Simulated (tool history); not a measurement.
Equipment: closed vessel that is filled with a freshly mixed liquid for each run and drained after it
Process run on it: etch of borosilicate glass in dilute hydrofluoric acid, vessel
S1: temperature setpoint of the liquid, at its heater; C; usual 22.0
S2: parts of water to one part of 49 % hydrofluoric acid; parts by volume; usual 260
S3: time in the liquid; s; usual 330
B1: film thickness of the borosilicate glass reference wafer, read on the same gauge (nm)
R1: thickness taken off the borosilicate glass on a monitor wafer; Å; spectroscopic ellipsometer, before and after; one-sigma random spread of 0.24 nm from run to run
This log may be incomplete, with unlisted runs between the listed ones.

run	hour	S1	S2	S3	B1	R1
1	0.0	22.0	260	330	130.05	401.4
# hour 36.1: gauge calibrated
2	59.6	22.0	260	260	130.01	311.3
3	87.9	22.0	260	260	130.01	320.3
4	146.5	22.0	260	260	129.97	315.5
5	189.6	23.0	260	330	129.94	416.5
6	230.6	23.0	260	330	129.94	418.2
7	288.0	23.0	260	330	130.00	420.0
# hour 322.4: thermometer replaced
8	350.8	22.0	260	330	130.02	368.9
9	375.2	22.0	210	390	129.99	572.9
# hour 414.7: gauge calibrated
10	431.2	22.0	260	330	130.00	376.6
11	464.0	22.0	260	330	129.98	372.3
12	501.3	27.0	195	330	129.99	648.4
# hour 539.8: hydrofluoric acid flow meter replaced
13	550.8	18.0	215	195	130.02	241.3
14	600.5	22.0	315	330	129.99	295.9
15	639.0	24.0	260	470	129.99	579.9
16	702.6	22.0	340	430	130.03	347.0
17	750.3	22.0	170	330	130.02	631.7

What if the next run were any one of these 5? Each begins from the tool's condition after run 17:
A	751.0	22.0	260	330	?	?
B	751.0	22.0	305	495	?	?
C	751.0	19.0	150	280	?	?
D	751.0	19.5	260	385	?	?
E	751.0	24.0	325	410	?	?

run	B1	R1
A	130.04	378.6
B	130.04	463.7
C	130.04	554.3
D	130.04	402.9
E	130.04	379.1
With no hidden state in the tool, these same runs would have given:
run	R1
A	372.4
B	456.4
C	544.4
D	396.1
E	373.3

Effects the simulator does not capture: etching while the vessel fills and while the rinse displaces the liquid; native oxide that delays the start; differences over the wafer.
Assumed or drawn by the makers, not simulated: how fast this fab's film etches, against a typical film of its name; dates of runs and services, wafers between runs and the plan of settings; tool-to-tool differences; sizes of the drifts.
